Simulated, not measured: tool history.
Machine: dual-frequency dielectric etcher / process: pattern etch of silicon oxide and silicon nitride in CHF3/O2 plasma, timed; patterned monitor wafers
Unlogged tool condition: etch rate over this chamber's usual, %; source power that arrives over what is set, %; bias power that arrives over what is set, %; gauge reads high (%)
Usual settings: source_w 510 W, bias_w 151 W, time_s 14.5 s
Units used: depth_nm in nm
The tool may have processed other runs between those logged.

| run | hour | source_w | bias_w | time_s | wafers since the last listed run | hours since the last wet clean | hours since the last source power generator calibration | hours since the last bias power generator calibration | hours since the last upper electrode change | hours since the gauge calibration | read-back reference wafer on the same gauge, depth_nm | depth_nm |
|---|---|---|---|---|---|---|---|---|---|---|---|---|
| 1 | 0.0 | 430 | 151 | 14.5 | 0 | 198.0 | 2646.3 | 1303.7 | 3250.8 | 542.2 | 21.49 | 16.84 |
| 2 | 34.0 | 580 | 151 | 14.5 | 367 | 232.0 | 2680.3 | 1337.7 | 3284.8 | 576.2 | 21.50 | 19.36 |
| 3 | 59.5 | 580 | 151 | 14.5 | 275 | 257.5 | 2705.8 | 1363.2 | 3310.3 | 601.7 | 21.50 | 19.23 |
|  | 94.4 | upper electrode replaced |
| 4 | 94.9 | 580 | 151 | 14.5 | 123 | 292.9 | 2741.2 | 1398.6 | 0.5 | 637.1 | 21.50 | 19.25 |
| 5 | 121.9 | 510 | 151 | 14.5 | 292 | 319.9 | 2768.2 | 1425.6 | 27.5 | 664.1 | 21.49 | 18.15 |
| 6 | 149.9 | 510 | 151 | 14.5 | 302 | 347.9 | 2796.2 | 1453.6 | 55.5 | 692.1 | 21.51 | 18.12 |
| 7 | 181.6 | 510 | 151 | 14.5 | 342 | 379.6 | 2827.9 | 1485.3 | 87.2 | 723.8 | 21.50 | 18.11 |
| 8 | 207.9 | 510 | 151 | 14.5 | 284 | 405.9 | 2854.2 | 1511.6 | 113.5 | 750.1 | 21.50 | 18.15 |
| 9 | 223.9 | 510 | 151 | 13.5 | 173 | 421.9 | 2870.2 | 1527.6 | 129.5 | 766.1 | 21.49 | 16.85 |
|  | 242.6 | gauge calibrated |
| 10 | 244.8 | 430 | 151 | 11.5 | 226 | 442.8 | 2891.1 | 1548.5 | 150.4 | 2.2 | 21.49 | 13.28 |
| 11 | 328.5 | 570 | 187 | 16.5 | 905 | 526.5 | 2974.8 | 1632.2 | 234.1 | 85.9 | 21.50 | 22.78 |
|  | 372.1 | wet clean of the chamber |
|  | 397.3 | bias power generator calibrated |
| 12 | 400.6 | 510 | 151 | 14.5 | 477 | 28.5 | 3046.9 | 3.3 | 306.2 | 158.0 | 21.50 | 18.29 |
| 13 | 413.8 | 510 | 151 | 14.5 | 142 | 41.7 | 3060.1 | 16.5 | 319.4 | 171.2 | 21.49 | 18.39 |
| 14 | 437.7 | 510 | 175 | 14.5 | 258 | 65.6 | 3084.0 | 40.4 | 343.3 | 195.1 | 21.50 | 19.08 |
|  | 458.1 | source power generator calibrated |
| 15 | 472.3 | 390 | 121 | 14.5 | 330 | 100.2 | 14.2 | 75.0 | 377.9 | 229.7 | 21.50 | 15.41 |
| 16 | 503.9 | 510 | 151 | 14.5 | 341 | 131.8 | 45.8 | 106.6 | 409.5 | 261.3 | 21.50 | 18.36 |
| 17 | 537.2 | 610 | 123 | 14.5 | 360 | 165.1 | 79.1 | 139.9 | 442.8 | 294.6 | 21.51 | 18.99 |
| 18 | 550.4 | 450 | 135 | 17.5 | 142 | 178.3 | 92.3 | 153.1 | 456.0 | 307.8 | 21.50 | 20.31 |
| 19 | 567.1 | 390 | 165 | 16.0 | 180 | 195.0 | 109.0 | 169.8 | 472.7 | 324.5 | 21.50 | 18.24 |
| 20 | 599.8 | 610 | 151 | 14.5 | 353 | 227.7 | 141.7 | 202.5 | 505.4 | 357.2 | 21.49 | 19.82 |
| 21 | 697.7 | 610 | 123 | 14.5 | 1058 | 325.6 | 239.6 | 300.4 | 603.3 | 455.1 | 21.50 | 18.97 |
| 22 | 722.7 | 380 | 151 | 11.0 | 270 | 350.6 | 264.6 | 325.4 | 628.3 | 480.1 | 21.50 | 12.08 |
| 23 | 755.4 | 560 | 126 | 19.0 | 353 | 383.3 | 297.3 | 358.1 | 661.0 | 512.8 | 21.49 | 24.04 |
| 24 | 783.1 | 390 | 151 | 13.0 | 299 | 411.0 | 325.0 | 385.8 | 688.7 | 540.5 | 21.50 | 14.45 |
| 25 | 800.7 | 440 | 151 | 14.5 | 190 | 428.6 | 342.6 | 403.4 | 706.3 | 558.1 | 21.51 | 17.07 |
| 26 | 836.4 | 510 | 151 | 14.5 | 386 | 464.3 | 378.3 | 439.1 | 742.0 | 593.8 | 21.52 | 18.29 |
| 27 | 850.5 | 510 | 151 | 13.5 | 152 | 478.4 | 392.4 | 453.2 | 756.1 | 607.9 | 21.49 | 16.97 |
| 28 | 863.2 | 510 | 169 | 14.5 | 137 | 491.1 | 405.1 | 465.9 | 768.8 | 620.6 | 21.52 | 18.80 |
| 29 | 875.3 | 570 | 151 | 14.5 | 130 | 503.2 | 417.2 | 478.0 | 780.9 | 632.7 | 21.49 | 19.11 |

What if the next run were any one of these 5? Each begins from the tool's condition after run 29:
| A | 875.7 | 510 | 185 | 14.5 | 4 | 503.6 | 417.6 | 478.4 | 781.3 | 633.1 | ? | ? |
| B | 875.7 | 410 | 151 | 17.0 | 4 | 503.6 | 417.6 | 478.4 | 781.3 | 633.1 | ? | ? |
| C | 875.7 | 620 | 129 | 17.0 | 4 | 503.6 | 417.6 | 478.4 | 781.3 | 633.1 | ? | ? |
| D | 875.7 | 510 | 172 | 17.5 | 4 | 503.6 | 417.6 | 478.4 | 781.3 | 633.1 | ? | ? |
| E | 875.7 | 510 | 151 | 16.0 | 4 | 503.6 | 417.6 | 478.4 | 781.3 | 633.1 | ? | ? |

| run | read-back reference wafer on the same gauge, depth_nm | depth_nm |
|---|---|---|
| A | 21.51 | 19.26 |
| B | 21.51 | 19.39 |
| C | 21.51 | 22.60 |
| D | 21.51 | 22.82 |
| E | 21.51 | 20.20 |
Take away the tool's hidden state, keep each run's random variation, and the runs would have read:
| run | depth_nm |
|---|---|
| A | 19.48 |
| B | 19.60 |
| C | 22.84 |
| D | 23.07 |
| E | 20.41 |

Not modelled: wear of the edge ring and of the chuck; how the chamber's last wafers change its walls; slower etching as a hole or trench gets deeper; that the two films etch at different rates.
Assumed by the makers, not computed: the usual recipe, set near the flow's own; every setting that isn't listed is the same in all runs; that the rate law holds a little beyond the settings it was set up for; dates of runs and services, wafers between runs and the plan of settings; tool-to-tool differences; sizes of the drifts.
